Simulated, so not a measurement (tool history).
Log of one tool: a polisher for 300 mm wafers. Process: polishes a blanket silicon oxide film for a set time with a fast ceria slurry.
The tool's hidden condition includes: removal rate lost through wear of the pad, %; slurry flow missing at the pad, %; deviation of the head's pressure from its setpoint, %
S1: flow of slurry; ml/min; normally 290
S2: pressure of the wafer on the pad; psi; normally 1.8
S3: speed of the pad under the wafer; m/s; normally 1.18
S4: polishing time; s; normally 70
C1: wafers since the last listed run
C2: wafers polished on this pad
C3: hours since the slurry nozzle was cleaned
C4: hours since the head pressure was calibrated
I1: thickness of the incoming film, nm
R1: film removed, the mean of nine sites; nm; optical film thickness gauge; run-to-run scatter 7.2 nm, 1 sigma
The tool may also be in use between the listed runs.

Run 1, day 0.000: usual settings but S1 355 ml/min; C1 0; C2 547; C3 91.2; C4 956.2; I1 3803.3. Result: R1 924.0 nm.
Run 2, day 0.704: usual settings but S1 355 ml/min; C1 160; C2 707; C3 108.1; C4 973.1; I1 3755.2. Result: R1 908.5 nm.
Run 3, day 1.429: usual settings; C1 164; C2 872; C3 125.5; C4 990.5; I1 3831.4. Result: R1 890.6 nm.
Run 4, day 2.812: usual settings; C1 314; C2 1187; C3 158.7; C4 1023.7; I1 3785.5. Result: R1 829.7 nm.
At day 3.012: worn pad replaced by a new one.
Run 5, day 3.688: usual settings but S2 2.1 psi; C1 161; C2 153; C3 179.7; C4 1044.7; I1 3826.4. Result: R1 1107.7 nm.
Run 6, day 4.433: usual settings but S2 2.1 psi; C1 169; C2 323; C3 197.6; C4 1062.6; I1 3810.6. Result: R1 1098.8 nm.
Run 7, day 5.162: usual settings but S2 2.1 psi; C1 165; C2 489; C3 215.1; C4 1080.1; I1 3817.9. Result: R1 1080.2 nm.
Run 8, day 6.508: usual settings; C1 306; C2 795; C3 247.4; C4 1112.4; I1 3700.1. Result: R1 903.2 nm.
Run 9, day 7.546: usual settings but S2 2.1 psi, S4 88 s; C1 236; C2 1031; C3 272.3; C4 1137.3; I1 3685.9. Result: R1 1271.3 nm.
At day 7.908: worn pad replaced by a new one.
Run 10, day 8.638: usual settings but S2 2.1 psi, S4 88 s; C1 210; C2 165; C3 298.5; C4 1163.5; I1 3759.6. Result: R1 1390.8 nm.
At day 8.838: head pressure recalibrated.
Run 11, day 9.412: usual settings but S3 0.92 m/s; C1 157; C2 323; C3 317.1; C4 13.8; I1 3765.9. Result: R1 723.7 nm.
At day 10.308: slurry nozzle cleaned.
Run 12, day 10.767: usual settings but S1 215 ml/min; C1 298; C2 621; C3 11.0; C4 46.3; I1 3774.6. Result: R1 889.5 nm.
Run 13, day 11.371: usual settings but S4 78 s; C1 137; C2 759; C3 25.5; C4 60.8; I1 3799.8. Result: R1 992.8 nm.
Run 14, day 12.671: usual settings; C1 295; C2 1054; C3 56.7; C4 92.0; I1 3737.2. Result: R1 854.1 nm.
At day 13.154: worn pad replaced by a new one.
Run 15, day 13.833: usual settings; C1 226; C2 154; C3 84.6; C4 119.9; I1 3773.1. Result: R1 936.5 nm.
Run 16, day 15.054: usual settings but S4 52 s; C1 277; C2 432; C3 113.9; C4 149.2; I1 3711.2. Result: R1 684.0 nm.
Run 17, day 16.212: usual settings; C1 263; C2 695; C3 141.7; C4 177.0; I1 3772.9. Result: R1 898.3 nm.
Run 18, day 16.946: usual settings but S3 1.36 m/s; C1 166; C2 862; C3 159.3; C4 194.6; I1 3773.1. Result: R1 1014.5 nm.
Run 19, day 17.850: usual settings but S1 200 ml/min, S3 1.56 m/s, S4 76 s; C1 205; C2 1068; C3 181.0; C4 216.3; I1 3759.4. Result: R1 1201.8 nm.
At day 18.746: worn pad replaced by a new one.
Run 20, day 18.771: usual settings but S3 0.76 m/s; C1 171; C2 5; C3 203.1; C4 238.4; I1 3729.0. Result: R1 605.3 nm.
Run 21, day 19.450: usual settings but S3 1.58 m/s; C1 154; C2 160; C3 219.4; C4 254.7; I1 3761.9. Result: R1 1251.4 nm.
Run 22, day 20.075: usual settings but S3 1.02 m/s, S4 49 s; C1 142; C2 302; C3 234.4; C4 269.7; I1 3729.2. Result: R1 563.5 nm.
Run 23, day 21.471: usual settings but S3 1.04 m/s, S4 51 s; C1 317; C2 620; C3 267.9; C4 303.2; I1 3790.4. Result: R1 592.4 nm.
Run 24, day 22.604: usual settings but S1 380 ml/min, S2 1.5 psi; C1 257; C2 878; C3 295.1; C4 330.4; I1 3794.5. Result: R1 756.7 nm.
At day 23.225: worn pad replaced by a new one.
Run 25, day 23.246: usual settings but S2 2.3 psi, S4 78 s; C1 108; C2 4; C3 310.5; C4 345.8; I1 3752.8. Result: R1 1338.9 nm.
Run 26, day 24.321: usual settings but S1 340 ml/min, S2 1.2 psi, S3 1.44 m/s; C1 244; C2 249; C3 336.3; C4 371.6; I1 3749.3. Result: R1 767.7 nm.

Table of differences, measured result less the result of that run with no hidden state. Run-to-run variation is the same in both. Gauge scatter possibly is not:
run      R1
  1   -34.6
  2   -49.5
  3   -68.9
  4  -115.3
  5    -4.3
  6   -11.2
  7   -22.6
  8   -48.5
  9  -117.0
 10   -11.0
 11   -10.8
 12   -35.5
 13   -56.3
 14   -91.2
 15    -5.1
 16   -12.6
 17   -38.4
 18   -66.0
 19  -121.5
 20    -1.2
 21    -4.9
 22    -5.1
 23   -19.3
 24   -49.5
 25    -2.1
 26    -4.9
